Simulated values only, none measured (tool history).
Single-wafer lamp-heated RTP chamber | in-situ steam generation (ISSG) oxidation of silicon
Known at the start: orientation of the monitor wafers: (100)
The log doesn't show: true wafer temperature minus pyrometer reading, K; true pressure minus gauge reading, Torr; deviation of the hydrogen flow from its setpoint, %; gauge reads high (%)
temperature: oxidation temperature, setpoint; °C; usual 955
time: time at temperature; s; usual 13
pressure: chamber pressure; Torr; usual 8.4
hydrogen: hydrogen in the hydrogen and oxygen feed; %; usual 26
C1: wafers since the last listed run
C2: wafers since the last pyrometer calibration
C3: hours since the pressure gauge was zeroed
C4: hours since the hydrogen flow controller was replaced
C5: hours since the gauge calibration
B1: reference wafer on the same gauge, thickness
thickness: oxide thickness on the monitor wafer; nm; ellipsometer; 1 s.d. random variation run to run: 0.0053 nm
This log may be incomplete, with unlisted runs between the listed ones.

{"run": 1, "hour": 0.0, "temperature": 955, "time": 13, "pressure": 8.4, "hydrogen": 26, "C1": 0, "C2": 1430, "C3": 3251.4, "C4": 5493.9, "C5": 563.3, "B1": 3.322, "thickness": 3.526}
{"run": 2, "hour": 108.8, "temperature": 955, "time": 13, "pressure": 8.4, "hydrogen": 26, "C1": 1380, "C2": 2811, "C3": 3360.2, "C4": 5602.7, "C5": 672.1, "B1": 3.321, "thickness": 3.55}
{"run": 3, "hour": 167.1, "temperature": 955, "time": 13, "pressure": 8.4, "hydrogen": 26, "C1": 739, "C2": 3550, "C3": 3418.5, "C4": 5661.0, "C5": 730.4, "B1": 3.322, "thickness": 3.553}
{"run": 4, "hour": 200.6, "temperature": 955, "time": 13, "pressure": 8.4, "hydrogen": 26, "C1": 425, "C2": 3975, "C3": 3452.0, "C4": 5694.5, "C5": 763.9, "B1": 3.319, "thickness": 3.559}
{"run": 5, "hour": 231.2, "temperature": 955, "time": 13, "pressure": 8.4, "hydrogen": 26, "C1": 388, "C2": 4364, "C3": 3482.6, "C4": 5725.1, "C5": 794.5, "B1": 3.32, "thickness": 3.553}
{"hour": 297.2, "done": "pyrometer window cleaned and pyrometer calibrated"}
{"run": 6, "hour": 298.3, "temperature": 955, "time": 13, "pressure": 8.4, "hydrogen": 26, "C1": 749, "C2": 13, "C3": 3549.7, "C4": 5792.2, "C5": 861.6, "B1": 3.322, "thickness": 3.502}
{"run": 7, "hour": 332.9, "temperature": 955, "time": 13, "pressure": 8.4, "hydrogen": 26, "C1": 438, "C2": 452, "C3": 3584.3, "C4": 5826.8, "C5": 896.2, "B1": 3.319, "thickness": 3.51}
{"run": 8, "hour": 361.6, "temperature": 955, "time": 13, "pressure": 8.4, "hydrogen": 26, "C1": 364, "C2": 816, "C3": 3613.0, "C4": 5855.5, "C5": 924.9, "B1": 3.321, "thickness": 3.535}
{"run": 9, "hour": 405.4, "temperature": 940, "time": 13, "pressure": 8.4, "hydrogen": 26, "C1": 555, "C2": 1372, "C3": 3656.8, "C4": 5899.3, "C5": 968.7, "B1": 3.32, "thickness": 3.394}
{"hour": 468.8, "done": "hydrogen flow controller replaced"}
{"run": 10, "hour": 473.2, "temperature": 940, "time": 13, "pressure": 8.4, "hydrogen": 26, "C1": 758, "C2": 2131, "C3": 3724.6, "C4": 4.4, "C5": 1036.5, "B1": 3.323, "thickness": 3.456}
{"hour": 480.2, "done": "gauge calibrated"}
{"run": 11, "hour": 511.4, "temperature": 955, "time": 13, "pressure": 9.6, "hydrogen": 26, "C1": 484, "C2": 2615, "C3": 3762.8, "C4": 42.6, "C5": 31.2, "B1": 3.321, "thickness": 3.534}
{"run": 12, "hour": 580.0, "temperature": 955, "time": 13, "pressure": 8.4, "hydrogen": 32, "C1": 870, "C2": 3486, "C3": 3831.4, "C4": 111.2, "C5": 99.8, "B1": 3.319, "thickness": 3.811}
{"run": 13, "hour": 642.3, "temperature": 955, "time": 13, "pressure": 9.3, "hydrogen": 26, "C1": 790, "C2": 4276, "C3": 3893.7, "C4": 173.5, "C5": 162.1, "B1": 3.319, "thickness": 3.564}
{"hour": 711.4, "done": "pyrometer window cleaned and pyrometer calibrated"}
{"run": 14, "hour": 714.2, "temperature": 961, "time": 8, "pressure": 8.8, "hydrogen": 20, "C1": 810, "C2": 35, "C3": 3965.6, "C4": 245.4, "C5": 234.0, "B1": 3.323, "thickness": 2.789}
{"run": 15, "hour": 782.6, "temperature": 937, "time": 17, "pressure": 8.4, "hydrogen": 26, "C1": 867, "C2": 903, "C3": 4034.0, "C4": 313.8, "C5": 302.4, "B1": 3.319, "thickness": 3.75}
{"run": 16, "hour": 844.5, "temperature": 955, "time": 8, "pressure": 8.4, "hydrogen": 26, "C1": 785, "C2": 1688, "C3": 4095.9, "C4": 375.7, "C5": 364.3, "B1": 3.32, "thickness": 2.993}
{"hour": 890.8, "done": "pressure gauge zeroed"}
{"run": 17, "hour": 906.1, "temperature": 955, "time": 13, "pressure": 8.4, "hydrogen": 26, "C1": 680, "C2": 2368, "C3": 15.3, "C4": 437.3, "C5": 425.9, "B1": 3.323, "thickness": 3.58}
{"run": 18, "hour": 1076.2, "temperature": 955, "time": 10, "pressure": 7.0, "hydrogen": 26, "C1": 2158, "C2": 4527, "C3": 185.4, "C4": 607.4, "C5": 596.0, "B1": 3.319, "thickness": 3.274}
{"run": 19, "hour": 1127.5, "temperature": 965, "time": 8, "pressure": 7.2, "hydrogen": 23, "C1": 650, "C2": 5177, "C3": 236.7, "C4": 658.7, "C5": 647.3, "B1": 3.319, "thickness": 2.974}
{"run": 20, "hour": 1180.3, "temperature": 955, "time": 13, "pressure": 8.4, "hydrogen": 26, "C1": 669, "C2": 5847, "C3": 289.5, "C4": 711.5, "C5": 700.1, "B1": 3.318, "thickness": 3.6}
{"hour": 1194.7, "done": "pyrometer window cleaned and pyrometer calibrated"}
{"run": 21, "hour": 1230.9, "temperature": 955, "time": 13, "pressure": 7.6, "hydrogen": 26, "C1": 540, "C2": 459, "C3": 340.1, "C4": 762.1, "C5": 750.7, "B1": 3.324, "thickness": 3.548}
{"run": 22, "hour": 1273.5, "temperature": 955, "time": 13, "pressure": 8.4, "hydrogen": 26, "C1": 540, "C2": 999, "C3": 382.7, "C4": 804.7, "C5": 793.3, "B1": 3.32, "thickness": 3.55}
{"run": 23, "hour": 1298.8, "temperature": 946, "time": 15, "pressure": 7.2, "hydrogen": 32, "C1": 320, "C2": 1320, "C3": 408.0, "C4": 830.0, "C5": 818.6, "B1": 3.32, "thickness": 3.899}
{"run": 24, "hour": 1481.8, "temperature": 955, "time": 13, "pressure": 8.4, "hydrogen": 26, "C1": 2321, "C2": 3642, "C3": 591.0, "C4": 1013.0, "C5": 1001.6, "B1": 3.32, "thickness": 3.58}
{"run": 25, "hour": 1515.0, "temperature": 970, "time": 11, "pressure": 8.4, "hydrogen": 26, "C1": 421, "C2": 4063, "C3": 624.2, "C4": 1046.2, "C5": 1034.8, "B1": 3.32, "thickness": 3.512}
{"run": 26, "hour": 1545.0, "temperature": 955, "time": 13, "pressure": 8.4, "hydrogen": 26, "C1": 380, "C2": 4444, "C3": 654.2, "C4": 1076.2, "C5": 1064.8, "B1": 3.322, "thickness": 3.587}
{"run": 27, "hour": 1589.7, "temperature": 949, "time": 13, "pressure": 8.4, "hydrogen": 26, "C1": 567, "C2": 5011, "C3": 698.9, "C4": 1120.9, "C5": 1109.5, "B1": 3.32, "thickness": 3.525}
{"hour": 1622.5, "done": "pyrometer window cleaned and pyrometer calibrated"}
{"run": 28, "hour": 1623.4, "temperature": 969, "time": 18, "pressure": 8.9, "hydrogen": 21, "C1": 326, "C2": 11, "C3": 732.6, "C4": 1154.6, "C5": 1143.2, "B1": 3.322, "thickness": 3.946}
{"run": 29, "hour": 1685.6, "temperature": 955, "time": 15, "pressure": 8.4, "hydrogen": 26, "C1": 789, "C2": 800, "C3": 794.8, "C4": 1216.8, "C5": 1205.4, "B1": 3.32, "thickness": 3.735}
{"run": 30, "hour": 1754.5, "temperature": 955, "time": 10, "pressure": 7.6, "hydrogen": 32, "C1": 874, "C2": 1674, "C3": 863.7, "C4": 1285.7, "C5": 1274.3, "B1": 3.323, "thickness": 3.457}
{"run": 31, "hour": 1790.3, "temperature": 941, "time": 13, "pressure": 8.4, "hydrogen": 31, "C1": 454, "C2": 2128, "C3": 899.5, "C4": 1321.5, "C5": 1310.1, "B1": 3.321, "thickness": 3.6}

Some steps in thickness, run to run, broken into two amounts with sign: the step expected even without the hidden condition (settings, incoming material, random variation), and the rest, left for the hidden condition together with whatever gauge scatter is not in both the measured and the hidden-condition-free result:
Run 13 -> 14: temperature 955 -> 961, time 13 -> 8, pressure 9.3 -> 8.8, hydrogen 26 -> 20, pyrometer window cleaned and pyrometer calibrated. thickness -0.775 nm: hidden state -0.069, all else -0.706.
Run 14 -> 15: temperature 961 -> 937, time 8 -> 17, pressure 8.8 -> 8.4, hydrogen 20 -> 26. thickness +0.961 nm: hidden state +0.029, all else +0.932.
Run 15 -> 16: temperature 937 -> 955, time 17 -> 8. thickness -0.757 nm: hidden state -0.004, all else -0.753.
Run 20 -> 21: pressure 8.4 -> 7.6, pyrometer window cleaned and pyrometer calibrated. thickness -0.052 nm: hidden state -0.057, all else +0.005.
Run 27 -> 28: temperature 949 -> 969, time 13 -> 18, pressure 8.4 -> 8.9, hydrogen 26 -> 21, pyrometer window cleaned and pyrometer calibrated. thickness +0.421 nm: hidden state -0.056, all else +0.477.

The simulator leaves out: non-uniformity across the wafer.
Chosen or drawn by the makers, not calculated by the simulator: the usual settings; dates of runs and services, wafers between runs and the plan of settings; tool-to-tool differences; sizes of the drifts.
